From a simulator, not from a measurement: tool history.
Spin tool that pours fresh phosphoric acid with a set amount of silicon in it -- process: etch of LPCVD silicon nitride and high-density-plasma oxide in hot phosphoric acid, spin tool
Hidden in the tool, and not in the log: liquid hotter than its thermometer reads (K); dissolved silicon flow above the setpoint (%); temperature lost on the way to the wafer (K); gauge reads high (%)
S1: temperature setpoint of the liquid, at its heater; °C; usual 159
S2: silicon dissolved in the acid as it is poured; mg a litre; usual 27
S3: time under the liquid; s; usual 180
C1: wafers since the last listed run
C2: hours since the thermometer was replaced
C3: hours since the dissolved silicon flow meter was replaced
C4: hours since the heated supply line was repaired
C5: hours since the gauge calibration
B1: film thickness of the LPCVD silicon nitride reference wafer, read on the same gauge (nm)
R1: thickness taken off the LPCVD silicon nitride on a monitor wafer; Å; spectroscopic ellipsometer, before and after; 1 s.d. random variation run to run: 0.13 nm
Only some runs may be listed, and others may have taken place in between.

Run 1, hour 0: usual settings; C1 0; C2 903.7; C3 172.8; C4 2935.1; C5 464.3; B1 49.96. Result: R1 121.4 Å.
Run 2, hour 42.8: usual settings but S2 10.5 mg a litre, S3 105 s; C1 225; C2 946.5; C3 215.6; C4 2977.9; C5 507.1; B1 50.03. Result: R1 70.4 Å.
Run 3, hour 105.3: usual settings but S2 10.5 mg a litre, S3 105 s; C1 329; C2 1009; C3 278.1; C4 3040.4; C5 569.6; B1 50.01. Result: R1 69.3 Å.
Run 4, hour 140.1: usual settings but S2 10.5 mg a litre, S3 105 s; C1 183; C2 1043.8; C3 312.9; C4 3075.2; C5 604.4; B1 50.02. Result: R1 69.9 Å.
Run 5, hour 194.6: usual settings; C1 287; C2 1098.3; C3 367.4; C4 3129.7; C5 658.9; B1 50. Result: R1 118.7 Å.
Run 6, hour 221.5: usual settings; C1 141; C2 1125.2; C3 394.3; C4 3156.6; C5 685.8; B1 50.02. Result: R1 121 Å.
Run 7, hour 281.6: usual settings; C1 317; C2 1185.3; C3 454.4; C4 3216.7; C5 745.9; B1 50. Result: R1 118.4 Å.
Run 8, hour 352.2: usual settings but S2 13 mg a litre; C1 372; C2 1255.9; C3 525; C4 3287.3; C5 816.5; B1 50.02. Result: R1 119.2 Å.
At hour 373.7: gauge calibrated.
Run 9, hour 400.8: usual settings but S2 40 mg a litre, S3 240 s; C1 256; C2 1304.5; C3 573.6; C4 3335.9; C5 27.1; B1 49.96. Result: R1 159.3 Å.
At hour 408.9: heated supply line repaired.
Run 10, hour 456.6: usual settings but S2 40 mg a litre, S3 240 s; C1 289; C2 1360.3; C3 629.4; C4 47.7; C5 82.9; B1 49.98. Result: R1 176.4 Å.
Run 11, hour 505.4: usual settings but S1 158 °C; C1 257; C2 1409.1; C3 678.2; C4 96.5; C5 131.7; B1 50.05. Result: R1 127.9 Å.
Run 12, hour 563.6: usual settings but S1 158 °C, S3 115 s; C1 307; C2 1467.3; C3 736.4; C4 154.7; C5 189.9; B1 50.03. Result: R1 81.6 Å.
At hour 585.1: dissolved silicon flow meter replaced.
Run 13, hour 597.6: usual settings; C1 174; C2 1501.3; C3 12.5; C4 188.7; C5 223.9; B1 50.03. Result: R1 132.1 Å.
Run 14, hour 627.7: usual settings but S2 40 mg a litre, S3 140 s; C1 158; C2 1531.4; C3 42.6; C4 218.8; C5 254; B1 49.93. Result: R1 102.7 Å.
Run 15, hour 678.1: usual settings but S2 43 mg a litre; C1 266; C2 1581.8; C3 93; C4 269.2; C5 304.4; B1 50.03. Result: R1 132.5 Å.
At hour 718.6: thermometer replaced.
Run 16, hour 744.2: usual settings but S1 157.5 °C, S2 39.5 mg a litre; C1 343; C2 25.6; C3 159.1; C4 335.3; C5 370.5; B1 49.99. Result: R1 127.7 Å.
Run 17, hour 805.7: usual settings but S2 45 mg a litre, S3 250 s; C1 324; C2 87.1; C3 220.6; C4 396.8; C5 432; B1 49.99. Result: R1 182.1 Å.
Run 18, hour 874: usual settings but S2 15.5 mg a litre; C1 360; C2 155.4; C3 288.9; C4 465.1; C5 500.3; B1 50. Result: R1 134.2 Å.
Run 19, hour 920.8: usual settings; C1 247; C2 202.2; C3 335.7; C4 511.9; C5 547.1; B1 49.94. Result: R1 132.6 Å.
Run 20, hour 961.3: usual settings but S1 160.5 °C, S3 110 s; C1 213; C2 242.7; C3 376.2; C4 552.4; C5 587.6; B1 50.05. Result: R1 83.9 Å.

Each row is a separate what-if for the run after 20, all from the same tool condition, not one after another. Results?
Run A, hour 961.8: usual settings; C1 2; C2 243.2; C3 376.7; C4 552.9; C5 588.1; B1 ?. Result: R1 ?.
Run B, hour 961.8: usual settings but S1 157 °C, S2 5.5 mg a litre, S3 120 s; C1 2; C2 243.2; C3 376.7; C4 552.9; C5 588.1; B1 ?. Result: R1 ?.
Run C, hour 961.8: usual settings but S1 161.5 °C, S2 17 mg a litre; C1 2; C2 243.2; C3 376.7; C4 552.9; C5 588.1; B1 ?. Result: R1 ?.
Run D, hour 961.8: usual settings but S2 46 mg a litre; C1 2; C2 243.2; C3 376.7; C4 552.9; C5 588.1; B1 ?. Result: R1 ?.

run  B1     R1
  A  50  130.1
  B  50     81
  C  50  141.5
  D  50  130.1
Without the tool's unlogged condition, the same runs would have read:
run     R1
  A  135.2
  B   84.2
  C    147
  D  135.2

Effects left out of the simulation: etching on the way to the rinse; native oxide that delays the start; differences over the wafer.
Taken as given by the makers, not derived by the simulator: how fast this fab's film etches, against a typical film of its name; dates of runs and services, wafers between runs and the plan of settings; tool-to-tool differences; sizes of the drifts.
